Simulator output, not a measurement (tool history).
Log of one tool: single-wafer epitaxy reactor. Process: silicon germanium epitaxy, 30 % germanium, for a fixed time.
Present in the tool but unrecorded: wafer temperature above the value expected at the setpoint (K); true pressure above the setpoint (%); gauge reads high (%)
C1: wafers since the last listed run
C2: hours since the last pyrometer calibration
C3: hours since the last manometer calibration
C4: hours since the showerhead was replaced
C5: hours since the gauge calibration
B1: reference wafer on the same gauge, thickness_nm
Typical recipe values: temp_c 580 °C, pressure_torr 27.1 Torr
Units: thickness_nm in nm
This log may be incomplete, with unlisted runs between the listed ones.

run 1 hour=0 | temp_c=580 pressure_torr=27.1 | C1=0 C2=2081.3 C3=969.4 C4=2932.9 C5=1130.1 | B1=41.985 | thickness_nm=43.912
run 2 hour=49.9 | temp_c=575 pressure_torr=27.1 | C1=810 C2=2131.2 C3=1019.3 C4=2982.8 C5=1180 | B1=42.045 | thickness_nm=39.3
run 3 hour=74.3 | temp_c=575 pressure_torr=27.1 | C1=396 C2=2155.6 C3=1043.7 C4=3007.2 C5=1204.4 | B1=42 | thickness_nm=39.615
run 4 hour=144.4 | temp_c=575 pressure_torr=27.1 | C1=1138 C2=2225.7 C3=1113.8 C4=3077.3 C5=1274.5 | B1=41.986 | thickness_nm=39.318
run 5 hour=203.3 | temp_c=569 pressure_torr=22.3 | C1=956 C2=2284.6 C3=1172.7 C4=3136.2 C5=1333.4 | B1=41.977 | thickness_nm=32.337
run 6 hour=350 | temp_c=569 pressure_torr=22.3 | C1=2381 C2=2431.3 C3=1319.4 C4=3282.9 C5=1480.1 | B1=42.007 | thickness_nm=32.162
run 7 hour=397.5 | temp_c=576 pressure_torr=27.1 | C1=771 C2=2478.8 C3=1366.9 C4=3330.4 C5=1527.6 | B1=42.039 | thickness_nm=39.339
run 8 hour=442.6 | temp_c=588 pressure_torr=22.1 | C1=732 C2=2523.9 C3=1412 C4=3375.5 C5=1572.7 | B1=41.977 | thickness_nm=48.798
run 9 hour=501.3 | temp_c=580 pressure_torr=25 | C1=952 C2=2582.6 C3=1470.7 C4=3434.2 C5=1631.4 | B1=41.979 | thickness_nm=42.144
-- hour=532.4 pyrometer calibrated
-- hour=542 gauge calibrated
run 10 hour=562.7 | temp_c=571 pressure_torr=23.3 | C1=866 C2=30.3 C3=1532.1 C4=3495.6 C5=20.7 | B1=41.972 | thickness_nm=31.109
run 11 hour=615.1 | temp_c=571 pressure_torr=23.3 | C1=850 C2=82.7 C3=1584.5 C4=3548 C5=73.1 | B1=42.006 | thickness_nm=31.196
run 12 hour=660.1 | temp_c=580 pressure_torr=27.1 | C1=730 C2=127.7 C3=1629.5 C4=3593 C5=118.1 | B1=42.013 | thickness_nm=39.425
run 13 hour=725.2 | temp_c=585 pressure_torr=30.1 | C1=1056 C2=192.8 C3=1694.6 C4=3658.1 C5=183.2 | B1=41.979 | thickness_nm=45.491
-- hour=765.5 pyrometer calibrated, repeated, since the last time left the tool worse
run 14 hour=911.4 | temp_c=580 pressure_torr=25 | C1=2892 C2=145.9 C3=1880.8 C4=3844.3 C5=369.4 | B1=41.97 | thickness_nm=46.359
run 15 hour=966.7 | temp_c=591 pressure_torr=27.1 | C1=897 C2=201.2 C3=1936.1 C4=3899.6 C5=424.7 | B1=41.962 | thickness_nm=59.886
-- hour=977.8 capacitance manometer re-zeroed and calibrated
run 16 hour=1029.7 | temp_c=584 pressure_torr=25.3 | C1=892 C2=264.2 C3=51.9 C4=3962.6 C5=487.7 | B1=42.013 | thickness_nm=50.323
-- hour=1081.4 showerhead replaced
run 17 hour=1096.2 | temp_c=580 pressure_torr=27.1 | C1=949 C2=330.7 C3=118.4 C4=14.8 C5=554.2 | B1=42.013 | thickness_nm=46.926
run 18 hour=1140.8 | temp_c=569 pressure_torr=20.8 | C1=724 C2=375.3 C3=163 C4=59.4 C5=598.8 | B1=42.002 | thickness_nm=34.758
run 19 hour=1166.1 | temp_c=595 pressure_torr=27.1 | C1=410 C2=400.6 C3=188.3 C4=84.7 C5=624.1 | B1=42.032 | thickness_nm=65.014
run 20 hour=1213.9 | temp_c=584 pressure_torr=27.1 | C1=776 C2=448.4 C3=236.1 C4=132.5 C5=671.9 | B1=41.978 | thickness_nm=51.215
run 21 hour=1284 | temp_c=580 pressure_torr=27.1 | C1=1138 C2=518.5 C3=306.2 C4=202.6 C5=742 | B1=41.972 | thickness_nm=47.212

Estimate the outcome of run 22 from the log above:
run 22 hour=1417.2 | temp_c=566 pressure_torr=27.1 | C1=2162 C2=651.7 C3=439.4 C4=335.8 C5=875.2 | B1=? | thickness_nm=?

For run 22 the tool returned B1 41.998, thickness_nm 34.308 nm.
Take away the tool's hidden state, keep the run-to-run variation as it was, and the same run would have given thickness_nm 34.38 nm.

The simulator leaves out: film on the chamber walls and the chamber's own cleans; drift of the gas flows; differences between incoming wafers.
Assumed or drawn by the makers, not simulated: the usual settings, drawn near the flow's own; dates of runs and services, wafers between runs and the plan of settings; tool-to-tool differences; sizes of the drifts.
